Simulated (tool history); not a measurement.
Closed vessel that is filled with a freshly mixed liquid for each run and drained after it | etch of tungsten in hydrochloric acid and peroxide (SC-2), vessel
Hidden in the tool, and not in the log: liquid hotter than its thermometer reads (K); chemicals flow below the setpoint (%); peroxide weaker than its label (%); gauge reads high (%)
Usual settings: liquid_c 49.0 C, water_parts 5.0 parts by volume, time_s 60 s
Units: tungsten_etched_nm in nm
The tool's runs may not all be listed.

run	hour	liquid_c	water_parts	time_s	wafers since the last listed run	hours since the thermometer was replaced	hours since the chemicals flow meter was replaced	hours since the drum of peroxide was connected	hours since the gauge calibration	read-back film thickness of the tungsten reference wafer, read on the same gauge (nm)	tungsten_etched_nm
1	0.0	49.0	4.0	80	0	112.9	937.7	321.5	1641.5	60.01	51.45
2	37.6	49.0	4.0	80	2987	150.5	975.3	359.1	1679.1	60.01	51.55
3	109.5	49.0	4.0	80	5713	222.4	1047.2	431.0	1751.0	60.03	50.94
4	136.9	49.0	5.0	90	2177	249.8	1074.6	458.4	1778.4	60.01	48.80
5	169.4	49.0	5.0	90	2582	282.3	1107.1	490.9	1810.9	60.00	48.83
6	199.8	49.0	5.0	60	2415	312.7	1137.5	521.3	1841.3	60.00	32.78
7	225.1	49.0	5.0	60	2010	338.0	1162.8	546.6	1866.6	60.01	32.60
8	267.0	49.0	5.0	60	3329	379.9	1204.7	588.5	1908.5	60.00	31.81
9	335.2	49.0	5.0	60	5419	448.1	1272.9	656.7	1976.7	59.99	32.32
10	370.8	49.0	5.0	60	2828	483.7	1308.5	692.3	2012.3	59.99	32.14
# hour 435.2: chemicals flow meter replaced
11	440.0	40.5	6.5	30	5419	552.9	4.8	761.5	2081.5	59.99	8.21
12	499.1	45.0	5.0	30	4696	612.0	63.9	820.6	2140.6	59.98	13.73
# hour 532.2: new drum of peroxide connected
13	552.1	49.0	4.5	60	4132	665.0	116.9	19.9	2193.6	59.99	38.76
14	614.9	56.0	5.0	70	4990	727.8	179.7	82.7	2256.4	60.00	65.78
# hour 649.5: thermometer replaced
15	662.9	49.0	5.0	60	3734	13.4	227.7	130.7	2304.4	60.02	35.55
# hour 732.9: gauge calibrated
16	875.7	49.0	5.0	60	16910	226.2	440.5	343.5	142.8	60.01	34.91
17	901.4	49.0	6.5	90	2042	251.9	466.2	369.2	168.5	59.98	42.96
18	950.2	49.0	5.0	60	3877	300.7	515.0	418.0	217.3	60.00	34.33
19	1018.3	49.0	5.0	60	5411	368.8	583.1	486.1	285.4	59.99	34.50
20	1052.3	49.0	7.5	95	2701	402.8	617.1	520.1	319.4	60.00	39.73
21	1092.1	40.5	7.0	70	3162	442.6	656.9	559.9	359.2	59.99	17.15
22	1121.5	42.0	5.0	60	2336	472.0	686.3	589.3	388.6	60.00	21.40
23	1151.2	45.0	4.0	35	2360	501.7	716.0	619.0	418.3	60.00	17.80
24	1201.6	39.5	5.0	75	4005	552.1	766.4	669.4	468.7	60.00	21.94
25	1228.8	55.0	4.0	80	2161	579.3	793.6	696.6	495.9	59.99	79.09
# hour 1281.8: thermometer replaced
26	1293.8	49.0	5.0	60	5085	12.0	858.6	761.6	560.9	60.01	33.66
27	1338.6	49.0	5.0	80	3560	56.8	903.4	806.4	605.7	60.01	44.83
28	1400.4	49.0	7.0	80	4910	118.6	965.2	868.2	667.5	59.98	35.14
29	1454.3	54.0	5.0	80	4283	172.5	1019.1	922.1	721.4	60.01	62.43
30	1481.8	58.5	7.0	60	2185	200.0	1046.6	949.6	748.9	60.01	48.48
31	1545.1	49.0	5.0	60	5030	263.3	1109.9	1012.9	812.2	59.97	33.24

3 ways to go on from here, each from the tool as it stands after run 31. What would each give?
A	1545.8	49.0	5.0	60	55	264.0	1110.6	1013.6	812.9	?	?
B	1545.8	49.0	4.0	60	55	264.0	1110.6	1013.6	812.9	?	?
C	1545.8	40.5	5.0	30	55	264.0	1110.6	1013.6	812.9	?	?

run	read-back film thickness of the tungsten reference wafer, read on the same gauge (nm)	tungsten_etched_nm
A	59.98	33.07
B	59.98	38.79
C	59.98	9.21
Without the tool's hidden state the same runs would have given:
run	tungsten_etched_nm
A	35.90
B	41.88
C	9.99
